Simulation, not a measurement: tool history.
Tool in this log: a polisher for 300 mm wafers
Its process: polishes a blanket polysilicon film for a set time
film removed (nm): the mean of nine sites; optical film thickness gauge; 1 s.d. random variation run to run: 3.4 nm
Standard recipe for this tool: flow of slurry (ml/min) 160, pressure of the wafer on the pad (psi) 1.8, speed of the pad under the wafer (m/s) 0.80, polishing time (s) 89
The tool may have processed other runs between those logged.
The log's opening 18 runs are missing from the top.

run	day	flow of slurry (ml/min)	pressure of the wafer on the pad (psi)	speed of the pad under the wafer (m/s)	polishing time (s)	incoming thickness of the incoming film, nm	film removed (nm)
19	38.058	160	1.8	0.80	89	1173.6	429.0
20	39.579	135	1.8	1.08	89	1210.8	558.5
21	42.492	185	1.8	0.80	89	1214.9	438.2
22	44.754	160	1.8	0.80	89	1205.7	424.4
23	46.121	160	1.8	0.80	89	1206.8	426.3
# day 47.871: worn pad replaced by a new one
24	47.892	160	1.6	0.58	59	1204.9	182.1
25	50.579	110	2.2	0.70	115	1187.2	545.6
26	53.167	120	1.8	0.80	89	1224.1	403.1
27	54.521	160	1.8	0.80	89	1192.7	433.9
# day 55.896: slurry nozzle cleaned
28	56.412	210	2.2	1.00	115	1196.7	886.2
# day 61.712: worn pad replaced by a new one
29	61.796	160	1.8	0.80	89	1211.0	433.7
30	63.683	175	1.8	0.80	89	1227.3	433.7
31	66.350	120	1.6	0.90	77	1183.4	349.2
# day 68.996: head pressure recalibrated
32	69.017	160	1.8	0.80	89	1190.2	432.5
33	71.779	160	1.8	0.88	79	1209.8	419.9
34	73.246	160	1.8	1.00	68	1183.2	410.2

3 options for the next run, each taken on its own from the tool as it stands now. Forecast them:
A	73.267	160	1.8	1.00	89	1198.3	?
B	73.267	160	2.3	0.80	89	1198.3	?
C	73.267	195	1.8	0.80	77	1198.3	?

run	film removed (nm)
A	530.7
B	542.5
C	379.1
The same runs, with their run-to-run variation unchanged, on a tool lacking any hidden condition would have given:
run	film removed (nm)
A	530.7
B	542.5
C	379.1

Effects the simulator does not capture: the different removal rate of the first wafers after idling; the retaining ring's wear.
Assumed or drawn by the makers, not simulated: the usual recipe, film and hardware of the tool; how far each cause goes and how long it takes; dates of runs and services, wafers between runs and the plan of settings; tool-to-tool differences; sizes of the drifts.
